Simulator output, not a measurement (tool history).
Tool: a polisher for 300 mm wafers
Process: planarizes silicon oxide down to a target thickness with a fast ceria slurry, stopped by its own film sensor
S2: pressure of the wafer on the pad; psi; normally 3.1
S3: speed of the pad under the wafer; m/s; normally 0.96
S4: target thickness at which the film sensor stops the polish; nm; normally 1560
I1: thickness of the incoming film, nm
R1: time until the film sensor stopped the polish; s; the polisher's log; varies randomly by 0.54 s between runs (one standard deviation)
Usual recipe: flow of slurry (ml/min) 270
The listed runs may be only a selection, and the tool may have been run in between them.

Run 1, hour 0.0: usual settings but S3 0.82 m/s; I1 2682.6. Result: R1 57.4 s.
Run 2, hour 8.9: usual settings but S3 0.82 m/s; I1 2688.7. Result: R1 57.5 s.
Run 3, hour 15.7: usual settings but S3 0.82 m/s; I1 2692.1. Result: R1 56.6 s.
Run 4, hour 24.7: usual settings but S4 1318 nm; I1 2691.4. Result: R1 59.3 s.
Run 5, hour 39.8: usual settings but S4 1318 nm; I1 2686.2. Result: R1 58.7 s.
Run 6, hour 55.3: usual settings but S4 1318 nm; I1 2674.2. Result: R1 58.7 s.
Run 7, hour 66.0: usual settings but S4 1659 nm; I1 2644.5. Result: R1 42.2 s.
Run 8, hour 82.6: usual settings but S4 1659 nm; I1 2682.8. Result: R1 43.2 s.
Run 9, hour 96.4: usual settings but flow of slurry (ml/min) 340, S4 1763 nm; I1 2670.9. Result: R1 41.9 s.
Run 10, hour 102.5: usual settings but S2 3.6 psi, S3 1.12 m/s; I1 2706.1. Result: R1 45.2 s.
Run 11, hour 132.0: usual settings but S3 0.86 m/s, S4 1443 nm; I1 2691.1. Result: R1 62.6 s.
Run 12, hour 150.5: usual settings but flow of slurry (ml/min) 310, S3 1.22 m/s, S4 1745 nm; I1 2662.0. Result: R1 36.0 s.
Run 13, hour 160.6: usual settings but flow of slurry (ml/min) 195; I1 2680.6. Result: R1 55.1 s.
Run 14, hour 176.0: usual settings but flow of slurry (ml/min) 355, S2 2.2 psi, S3 0.78 m/s, S4 1712 nm; I1 2695.3. Result: R1 57.3 s.
Run 15, hour 187.9: usual settings but flow of slurry (ml/min) 190, S2 2.7 psi; I1 2712.1. Result: R1 59.1 s.
Run 16, hour 198.0: usual settings; I1 2643.5. Result: R1 50.1 s.
Run 17, hour 212.5: usual settings; I1 2700.4. Result: R1 53.1 s.

Not shown here: 3 entries made in the log between runs. Locate each between two listed runs and compare the hidden state at the listed run before it with the hidden state at the listed run after it:
After run 8, before run 9: worn pad replaced by a new one, of another model than before (hour 88.0); head pressure recalibrated (hour 89.9)
  deviation of the head's pressure from its setpoint, %: 13.5 -> -0.136
  difference, measured minus the result without the unlogged condition, R1: -4.7 -> +0.0 s
After run 11, before run 12: slurry nozzle cleaned (hour 150.0)
  deviation of the head's pressure from its setpoint, %: 1.16 -> 1.84
  difference, measured minus the result without the unlogged condition, R1: -0.3 -> -0.2 s

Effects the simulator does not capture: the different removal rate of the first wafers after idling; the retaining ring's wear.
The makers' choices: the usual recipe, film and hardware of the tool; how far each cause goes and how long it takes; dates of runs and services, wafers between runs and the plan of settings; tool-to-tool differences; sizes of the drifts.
